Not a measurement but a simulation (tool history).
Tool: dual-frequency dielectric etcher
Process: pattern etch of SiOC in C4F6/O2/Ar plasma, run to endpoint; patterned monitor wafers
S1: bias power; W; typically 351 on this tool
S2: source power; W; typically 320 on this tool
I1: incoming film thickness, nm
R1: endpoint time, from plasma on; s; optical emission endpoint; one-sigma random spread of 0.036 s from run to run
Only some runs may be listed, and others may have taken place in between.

run,hour,S1,S2,I1,R1
1,0.0,351,320,34.10,12.2
2,48.6,351,280,33.80,12.8
3,134.6,351,320,33.69,12.0
4,208.6,351,320,34.26,12.2
5,430.1,351,320,33.79,12.0
# hour 467.5: wet clean of the chamber
6,519.9,351,320,34.03,12.1
7,624.4,351,320,34.03,12.1
# hour 644.5: bias power generator calibrated
8,708.6,351,240,34.20,13.8
9,797.1,272,360,33.63,12.0

Predict the results of run 10:
# hour 825.4: source power generator calibrated
# hour 872.3: upper electrode replaced
10,872.8,407,320,34.03,?

R1: 11.6 s
Without the tool's hidden state the same run would have given R1 11.7 s.
